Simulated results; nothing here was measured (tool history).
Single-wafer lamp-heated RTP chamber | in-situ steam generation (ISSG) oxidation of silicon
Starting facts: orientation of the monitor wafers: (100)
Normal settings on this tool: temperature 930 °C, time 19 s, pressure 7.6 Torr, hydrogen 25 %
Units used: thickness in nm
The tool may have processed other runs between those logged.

run	hour	temperature	time	pressure	hydrogen	read-back reference wafer on the same gauge, thickness	thickness
1	0.0	930	19	7.6	25	5.149	4.425
2	15.0	930	19	7.6	25	5.151	4.430
3	108.2	930	19	7.6	25	5.151	4.437
4	127.4	930	19	7.1	25	5.151	4.428
5	146.3	930	19	7.6	25	5.150	4.422
6	174.5	923	19	8.2	25	5.151	4.339
7	197.7	923	19	8.2	25	5.150	4.349
# hour 211.8: gauge calibrated
8	219.0	930	19	7.6	25	5.151	4.430
# hour 229.7: pyrometer window cleaned and pyrometer calibrated
9	251.7	930	19	7.6	25	5.150	4.369
10	267.8	937	19	7.6	25	5.149	4.462
11	290.4	930	19	7.6	25	5.150	4.386
12	314.3	936	19	7.6	25	5.150	4.464
13	346.9	930	19	6.9	20	5.151	4.146
14	371.6	930	19	7.6	25	5.152	4.414
15	394.3	930	19	7.6	25	5.149	4.402
16	415.8	935	14	8.5	19	5.150	3.715
17	433.5	912	19	7.6	25	5.151	4.211
18	448.3	949	26	9.0	31	5.149	5.530
# hour 464.8: hydrogen flow controller replaced
19	469.0	930	21	6.9	32	5.151	4.903
# hour 477.4: pressure gauge zeroed
20	482.9	930	19	7.6	25	5.150	4.428
21	510.5	930	19	7.6	25	5.149	4.431
22	579.2	930	13	9.0	25	5.150	3.808
23	608.0	930	19	6.9	16	5.150	3.960

Each row is a separate what-if for the run after 23, all from the same tool condition, not one after another. Results?
A	608.4	930	19	6.9	25	?	?
B	608.4	930	19	8.1	25	?	?
C	608.4	947	19	7.6	22	?	?
D	608.4	930	19	8.9	25	?	?
E	608.4	930	22	7.6	25	?	?

run	read-back reference wafer on the same gauge, thickness	thickness
A	5.148	4.418
B	5.148	4.425
C	5.148	4.507
D	5.148	4.392
E	5.148	4.691
Stripped of hidden state, with their random variation kept, the same runs would have yielded:
run	thickness
A	4.344
B	4.352
C	4.425
D	4.319
E	4.608

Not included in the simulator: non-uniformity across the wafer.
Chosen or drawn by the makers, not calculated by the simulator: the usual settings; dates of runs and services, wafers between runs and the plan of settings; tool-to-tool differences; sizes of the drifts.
